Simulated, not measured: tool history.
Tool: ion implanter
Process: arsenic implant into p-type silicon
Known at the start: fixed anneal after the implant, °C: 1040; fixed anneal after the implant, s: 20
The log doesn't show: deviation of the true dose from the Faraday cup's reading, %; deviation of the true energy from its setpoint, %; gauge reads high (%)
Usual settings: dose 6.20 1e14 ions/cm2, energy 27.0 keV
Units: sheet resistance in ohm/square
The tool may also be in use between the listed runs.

run   hour  dose  energy  wafers since the last listed run  hours since the last dose calibration  hours since the extraction supply was calibrated  hours since the gauge calibration  read-back reference wafer on the same gauge, sheet resistance  sheet resistance
  1    0.0  6.20    27.0                                 0                                 1755.4                                            3628.1                              307.8                                                         140.10            160.09
  2   15.5  6.20    27.0                               475                                 1770.9                                            3643.6                              323.3                                                         139.87            162.21
  3   33.2  6.20    27.0                               542                                 1788.6                                            3661.3                              341.0                                                         139.91            161.46
  4   44.9  6.20    27.0                               358                                 1800.3                                            3673.0                              352.7                                                         140.28            163.01
  5   51.2  6.20    27.0                               193                                 1806.6                                            3679.3                              359.0                                                         139.88            159.88
  6   63.4  6.20    27.0                               374                                 1818.8                                            3691.5                              371.2                                                         140.10            161.70
  7   84.3  6.20    27.0                               641                                 1839.7                                            3712.4                              392.1                                                         139.97            159.69
  8   93.8  6.20    33.5                               291                                 1849.2                                            3721.9                              401.6                                                         139.49            157.51
  9  107.4  6.20    27.0                               417                                 1862.8                                            3735.5                              415.2                                                         140.00            161.99
 10  120.8  6.20    27.0                               411                                 1876.2                                            3748.9                              428.6                                                         139.64            159.32
 11  137.5  6.20    27.0                               512                                 1892.9                                            3765.6                              445.3                                                         139.93            162.22
     168.4  -- gauge calibrated
     187.2  -- Faraday cup replaced and dose calibrated
 12  187.7  6.20    27.0                              1294                                    0.5                                            3815.8                               19.3                                                         140.09            160.84
 13  199.1  6.20    27.0                               349                                   11.9                                            3827.2                               30.7                                                         139.84            160.80
     207.3  -- extraction supply calibrated
 14  207.8  6.20    27.0                                21                                   20.6                                               0.5                               39.4                                                         140.11            159.83
 15  221.9  6.20    27.0                               432                                   34.7                                              14.6                               53.5                                                         140.05            161.01
 16  238.7  6.20    27.0                               515                                   51.5                                              31.4                               70.3                                                         140.35            161.07
 17  270.1  6.20    27.0                               963                                   82.9                                              62.8                              101.7                                                         139.86            161.19
 18  282.4  5.49    34.0                               377                                   95.2                                              75.1                              114.0                                                         140.01            171.01
 19  298.1  7.59    30.0                               481                                  110.9                                              90.8                              129.7                                                         140.18            136.89
 20  311.7  6.20    27.0                               417                                  124.5                                             104.4                              143.3                                                         139.96            158.81
 21  325.3  7.88    24.0                               417                                  138.1                                             118.0                              156.9                                                         140.16            136.50
 22  332.4  6.20    32.5                               217                                  145.2                                             125.1                              164.0                                                         139.83            157.07
 23  340.8  4.86    27.0                               257                                  153.6                                             133.5                              172.4                                                         140.24            193.97
 24  353.3  4.58    32.5                               383                                  166.1                                             146.0                              184.9                                                         139.96            195.61
 25  364.0  7.69    27.0                               328                                  176.8                                             156.7                              195.6                                                         139.79            136.96
 26  374.6  4.58    32.5                               325                                  187.4                                             167.3                              206.2                                                         139.91            198.28
 27  392.0  5.25    27.0                               533                                  204.8                                             184.7                              223.6                                                         139.69            183.16
 28  403.6  6.20    27.0                               355                                  216.4                                             196.3                              235.2                                                         140.13            161.12
 29  416.9  6.20    27.0                               407                                  229.7                                             209.6                              248.5                                                         140.07            160.30
 30  425.9  6.20    35.0                               276                                  238.7                                             218.6                              257.5                                                         140.16            155.45
 31  437.6  6.79    20.5                               358                                  250.4                                             230.3                              269.2                                                         140.02            154.76
 32  448.7  6.20    27.0                               340                                  261.5                                             241.4                              280.3                                                         139.99            159.85
 33  495.7  7.83    27.0                              1441                                  308.5                                             288.4                              327.3                                                         139.91            133.52
 34  539.7  7.98    18.0                              1349                                  352.5                                             332.4                              371.3                                                         140.15            139.24

Forecast each of these 3 alternatives for the next run:
  A  540.1  6.20    27.0                                12                                  352.9                                             332.8                              371.7                                                              ?                 ?
  B  540.1  8.01    21.5                                12                                  352.9                                             332.8                              371.7                                                              ?                 ?
  C  540.1  6.67    19.5                                12                                  352.9                                             332.8                              371.7                                                              ?                 ?

run  read-back reference wafer on the same gauge, sheet resistance  sheet resistance
  A                                                         139.67            161.13
  B                                                         139.67            137.53
  C                                                         139.67            159.08
Without the tool's hidden state the same runs would have given:
run  sheet resistance
  A            161.13
  B            137.53
  C            159.08

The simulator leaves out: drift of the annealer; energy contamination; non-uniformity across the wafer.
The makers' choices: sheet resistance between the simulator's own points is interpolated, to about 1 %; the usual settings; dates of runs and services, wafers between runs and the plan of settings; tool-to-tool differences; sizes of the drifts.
